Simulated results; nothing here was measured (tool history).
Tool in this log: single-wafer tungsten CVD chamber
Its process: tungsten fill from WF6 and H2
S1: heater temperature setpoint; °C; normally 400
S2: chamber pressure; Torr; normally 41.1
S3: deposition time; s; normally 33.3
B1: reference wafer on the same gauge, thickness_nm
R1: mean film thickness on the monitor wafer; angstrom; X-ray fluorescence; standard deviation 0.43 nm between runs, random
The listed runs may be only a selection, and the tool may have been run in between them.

run,hour,S1,S2,S3,B1,R1
1,0,400,41.1,33.3,126.027,1153.37
2,23.7,400,41.1,33.3,125.974,1144.25
3,57.2,400,41.1,33.3,125.93,1156.1
4,89.6,400,41.1,33.3,125.904,1150.46
5,121.7,400,41.1,33.3,126.11,1156.91
6,147.2,400,36.7,33.3,126.043,1118.06
7,164.2,400,41.1,33.3,126.017,1147.29
8,189.7,400,41.1,33.3,125.991,1145.26
9,212.7,400,41.1,33.3,125.989,1155.45
10,248,400,41.1,33.3,125.899,1146.07
11,260.3,409,35.2,33.3,126.073,1300.28
12,282.9,409,35.2,33.3,126.029,1297.17
13,291.6,409,35.2,33.3,125.955,1295.33
14,314.6,400,41.1,33.3,125.959,1145.63
15,333.2,400,41.1,33.3,125.919,1140.1
16,355.6,400,41.1,33.3,126.011,1143.82
17,372.7,400,41.1,33.3,125.969,1150.18
18,388,387,47.4,33.3,125.898,931.75
19,401.6,390,34.6,30.5,126,826.63
20,453.6,400,41.1,33.3,126.151,1144.13
21,487.3,405,41.1,33.3,126.141,1254.45
22,593.3,400,50.2,27.4,126.008,1004.11
23,627.9,387,37.7,35.2,126.062,935.48
24,652.5,400,41.1,33.3,125.974,1171.35
25,680.3,400,41.1,33.3,125.991,1167.69
26,713.1,409,35,33.3,125.945,1314.5
27,746.6,405,37.2,27.1,126.052,1006.77
28,774.9,400,50.2,29.8,125.966,1111.15
29,797.2,409,35.2,33.3,126.02,1317.13
30,815.2,390,34.6,30.5,126.106,838.77
31,849.5,396,41.1,33.3,126.032,1080.89
32,871.5,400,38.1,33.3,125.946,1140.28

Missing from the log above: 4 entries noted between runs. For each, name the pair of listed runs it sits between and say how the tool's hidden condition differs from the listed run just before to the listed run just after:
Logged between run 11 and run 12: thermocouple changed; heater temperature recalibrated (hour 282.4)
  true pressure above the setpoint (%): -5.8 -> -5.92
  measured minus no-state result, R1: -23.87 -> -24.31 angstrom
Logged between run 22 and run 23: capacitance manometer re-zeroed and calibrated (hour 615.4)
  true pressure above the setpoint (%): -7.52 -> 0.85
  measured minus no-state result, R1: -23.48 -> +2.43 angstrom
Logged between run 23 and run 24: showerhead replaced (hour 644.8); gauge calibrated (hour 650.8)
  true pressure above the setpoint (%): 0.85 -> 0.723
  measured minus no-state result, R1: +2.43 -> +2.57 angstrom
